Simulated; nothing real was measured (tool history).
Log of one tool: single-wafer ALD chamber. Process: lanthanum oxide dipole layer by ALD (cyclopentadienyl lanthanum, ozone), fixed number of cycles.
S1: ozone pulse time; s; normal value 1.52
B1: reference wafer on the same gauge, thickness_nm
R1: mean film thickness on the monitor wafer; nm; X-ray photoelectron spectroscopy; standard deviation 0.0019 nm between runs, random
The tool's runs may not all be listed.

{"run": 1, "hour": 0.0, "S1": 1.37, "B1": 0.624, "R1": 0.587}
{"run": 2, "hour": 65.6, "S1": 1.37, "B1": 0.624, "R1": 0.581}
{"run": 3, "hour": 79.3, "S1": 1.37, "B1": 0.624, "R1": 0.582}
{"run": 4, "hour": 105.4, "S1": 1.82, "B1": 0.624, "R1": 0.607}
{"run": 5, "hour": 120.9, "S1": 1.52, "B1": 0.624, "R1": 0.593}
{"run": 6, "hour": 141.1, "S1": 1.52, "B1": 0.624, "R1": 0.596}
{"run": 7, "hour": 175.4, "S1": 1.52, "B1": 0.623, "R1": 0.595}
{"run": 8, "hour": 210.3, "S1": 1.81, "B1": 0.625, "R1": 0.61}
{"run": 9, "hour": 241.5, "S1": 1.81, "B1": 0.624, "R1": 0.61}
{"hour": 251.2, "done": "gauge calibrated"}
{"hour": 275.6, "done": "ozone generator serviced"}
{"run": 10, "hour": 276.1, "S1": 1.81, "B1": 0.625, "R1": 0.607}
{"run": 11, "hour": 283.3, "S1": 1.52, "B1": 0.624, "R1": 0.596}
{"run": 12, "hour": 312.3, "S1": 1.52, "B1": 0.623, "R1": 0.595}
{"run": 13, "hour": 331.8, "S1": 1.52, "B1": 0.624, "R1": 0.595}
{"run": 14, "hour": 349.6, "S1": 1.32, "B1": 0.624, "R1": 0.581}
{"hour": 389.2, "done": "showerhead replaced"}
{"hour": 393.4, "done": "thermocouple changed; heater temperature recalibrated"}
{"run": 15, "hour": 393.9, "S1": 1.52, "B1": 0.624, "R1": 0.595}
{"run": 16, "hour": 404.0, "S1": 1.37, "B1": 0.625, "R1": 0.584}
{"run": 17, "hour": 428.5, "S1": 1.52, "B1": 0.624, "R1": 0.594}

For run 18, what comes out?
{"run": 18, "hour": 452.7, "S1": 1.28, "B1": "?", "R1": "?"}

B1: 0.624
R1: 0.574 nm
With no hidden state in the tool, this same run would have given R1 0.574 nm.

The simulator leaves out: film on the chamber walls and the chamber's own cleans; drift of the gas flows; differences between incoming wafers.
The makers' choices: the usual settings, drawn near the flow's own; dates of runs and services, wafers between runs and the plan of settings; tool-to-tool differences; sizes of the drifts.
